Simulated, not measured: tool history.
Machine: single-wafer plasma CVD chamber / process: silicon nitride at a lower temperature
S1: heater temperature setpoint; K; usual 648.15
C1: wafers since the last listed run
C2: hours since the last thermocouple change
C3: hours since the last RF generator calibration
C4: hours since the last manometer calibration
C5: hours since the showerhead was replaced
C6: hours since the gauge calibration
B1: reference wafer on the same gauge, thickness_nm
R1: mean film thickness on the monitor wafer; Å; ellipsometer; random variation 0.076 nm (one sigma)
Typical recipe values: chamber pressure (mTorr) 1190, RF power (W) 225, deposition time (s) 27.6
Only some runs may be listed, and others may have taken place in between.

{"run": 1, "hour": 0.0, "S1": 648.15, "chamber pressure (mTorr)": 1190, "RF power (W)": 225, "deposition time (s)": 27.6, "C1": 0, "C2": 2463.7, "C3": 145.4, "C4": 2261.4, "C5": 4915.1, "C6": 72.7, "B1": 28.602, "R1": 257.15}
{"run": 2, "hour": 63.3, "S1": 648.15, "chamber pressure (mTorr)": 1190, "RF power (W)": 225, "deposition time (s)": 27.6, "C1": 1132, "C2": 2527, "C3": 208.7, "C4": 2324.7, "C5": 4978.4, "C6": 136, "B1": 28.606, "R1": 256.56}
{"run": 3, "hour": 112.3, "S1": 648.15, "chamber pressure (mTorr)": 1190, "RF power (W)": 225, "deposition time (s)": 27.6, "C1": 876, "C2": 2576, "C3": 257.7, "C4": 2373.7, "C5": 5027.4, "C6": 185, "B1": 28.584, "R1": 256.9}
{"run": 4, "hour": 141.2, "S1": 648.15, "chamber pressure (mTorr)": 1190, "RF power (W)": 225, "deposition time (s)": 27.6, "C1": 516, "C2": 2604.9, "C3": 286.6, "C4": 2402.6, "C5": 5056.3, "C6": 213.9, "B1": 28.623, "R1": 256.13}
{"run": 5, "hour": 199.6, "S1": 648.15, "chamber pressure (mTorr)": 1190, "RF power (W)": 200, "deposition time (s)": 27.6, "C1": 1044, "C2": 2663.3, "C3": 345, "C4": 2461, "C5": 5114.7, "C6": 272.3, "B1": 28.599, "R1": 229.7}
{"run": 6, "hour": 250.6, "S1": 648.15, "chamber pressure (mTorr)": 1190, "RF power (W)": 200, "deposition time (s)": 27.6, "C1": 912, "C2": 2714.3, "C3": 396, "C4": 2512, "C5": 5165.7, "C6": 323.3, "B1": 28.588, "R1": 228.79}
{"run": 7, "hour": 291.8, "S1": 648.15, "chamber pressure (mTorr)": 1190, "RF power (W)": 200, "deposition time (s)": 27.6, "C1": 736, "C2": 2755.5, "C3": 437.2, "C4": 2553.2, "C5": 5206.9, "C6": 364.5, "B1": 28.563, "R1": 228.75}
{"run": 8, "hour": 322.1, "S1": 648.15, "chamber pressure (mTorr)": 1190, "RF power (W)": 225, "deposition time (s)": 27.6, "C1": 542, "C2": 2785.8, "C3": 467.5, "C4": 2583.5, "C5": 5237.2, "C6": 394.8, "B1": 28.591, "R1": 253.88}
{"run": 9, "hour": 363.5, "S1": 657.15, "chamber pressure (mTorr)": 1190, "RF power (W)": 225, "deposition time (s)": 27.6, "C1": 740, "C2": 2827.2, "C3": 508.9, "C4": 2624.9, "C5": 5278.6, "C6": 436.2, "B1": 28.611, "R1": 252.75}
{"hour": 416.0, "done": "capacitance manometer re-zeroed and calibrated"}
{"run": 10, "hour": 416.5, "S1": 648.15, "chamber pressure (mTorr)": 1190, "RF power (W)": 225, "deposition time (s)": 27.6, "C1": 804, "C2": 2880.2, "C3": 561.9, "C4": 0.5, "C5": 5331.6, "C6": 489.2, "B1": 28.581, "R1": 253.12}
{"run": 11, "hour": 446.0, "S1": 648.15, "chamber pressure (mTorr)": 1190, "RF power (W)": 225, "deposition time (s)": 27.6, "C1": 527, "C2": 2909.7, "C3": 591.4, "C4": 30, "C5": 5361.1, "C6": 518.7, "B1": 28.576, "R1": 251.5}
{"run": 12, "hour": 473.3, "S1": 633.15, "chamber pressure (mTorr)": 1190, "RF power (W)": 240, "deposition time (s)": 33.1, "C1": 488, "C2": 2937, "C3": 618.7, "C4": 57.3, "C5": 5388.4, "C6": 546, "B1": 28.623, "R1": 321.22}
{"hour": 489.4, "done": "showerhead replaced"}
{"hour": 504.9, "done": "gauge calibrated"}
{"hour": 521.7, "done": "thermocouple changed; heater temperature recalibrated"}
{"run": 13, "hour": 522.2, "S1": 648.15, "chamber pressure (mTorr)": 1190, "RF power (W)": 225, "deposition time (s)": 27.6, "C1": 588, "C2": 0.5, "C3": 667.6, "C4": 106.2, "C5": 32.8, "C6": 17.3, "B1": 28.595, "R1": 251.96}
{"run": 14, "hour": 552.8, "S1": 648.15, "chamber pressure (mTorr)": 1190, "RF power (W)": 225, "deposition time (s)": 25.6, "C1": 547, "C2": 31.1, "C3": 698.2, "C4": 136.8, "C5": 63.4, "C6": 47.9, "B1": 28.61, "R1": 231.82}
{"hour": 603.6, "done": "RF generator calibrated"}
{"run": 15, "hour": 617.9, "S1": 648.15, "chamber pressure (mTorr)": 1190, "RF power (W)": 270, "deposition time (s)": 23, "C1": 1021, "C2": 96.2, "C3": 14.3, "C4": 201.9, "C5": 128.5, "C6": 113, "B1": 28.572, "R1": 246.75}
{"run": 16, "hour": 657.6, "S1": 661.15, "chamber pressure (mTorr)": 1360, "RF power (W)": 255, "deposition time (s)": 24.4, "C1": 710, "C2": 135.9, "C3": 54, "C4": 241.6, "C5": 168.2, "C6": 152.7, "B1": 28.619, "R1": 265}
{"run": 17, "hour": 717.9, "S1": 648.15, "chamber pressure (mTorr)": 980, "RF power (W)": 185, "deposition time (s)": 31.5, "C1": 1078, "C2": 196.2, "C3": 114.3, "C4": 301.9, "C5": 228.5, "C6": 213, "B1": 28.622, "R1": 218.75}
{"run": 18, "hour": 753.5, "S1": 643.15, "chamber pressure (mTorr)": 960, "RF power (W)": 225, "deposition time (s)": 27.6, "C1": 636, "C2": 231.8, "C3": 149.9, "C4": 337.5, "C5": 264.1, "C6": 248.6, "B1": 28.608, "R1": 224.78}
{"run": 19, "hour": 782.5, "S1": 640.15, "chamber pressure (mTorr)": 1190, "RF power (W)": 225, "deposition time (s)": 30.2, "C1": 518, "C2": 260.8, "C3": 178.9, "C4": 366.5, "C5": 293.1, "C6": 277.6, "B1": 28.632, "R1": 279.57}

3 options for the next run, each taken on its own from the tool as it stands now. Forecast them:
{"run": "A", "hour": 782.9, "S1": 648.15, "chamber pressure (mTorr)": 1190, "RF power (W)": 225, "deposition time (s)": 27.6, "C1": 7, "C2": 261.2, "C3": 179.3, "C4": 366.9, "C5": 293.5, "C6": 278, "B1": "?", "R1": "?"}
{"run": "B", "hour": 782.9, "S1": 640.15, "chamber pressure (mTorr)": 1480, "RF power (W)": 225, "deposition time (s)": 27.6, "C1": 7, "C2": 261.2, "C3": 179.3, "C4": 366.9, "C5": 293.5, "C6": 278, "B1": "?", "R1": "?"}
{"run": "C", "hour": 782.9, "S1": 656.15, "chamber pressure (mTorr)": 1190, "RF power (W)": 225, "deposition time (s)": 31.7, "C1": 7, "C2": 261.2, "C3": 179.3, "C4": 366.9, "C5": 293.5, "C6": 278, "B1": "?", "R1": "?"}

run=A B1=28.592 R1=253.69
run=B B1=28.592 R1=280.19
run=C B1=28.592 R1=290.41
The same runs, with their run-to-run variation unchanged, on a tool lacking any hidden condition would have given:
run=A R1=256.52
run=B R1=283.32
run=C R1=293.65
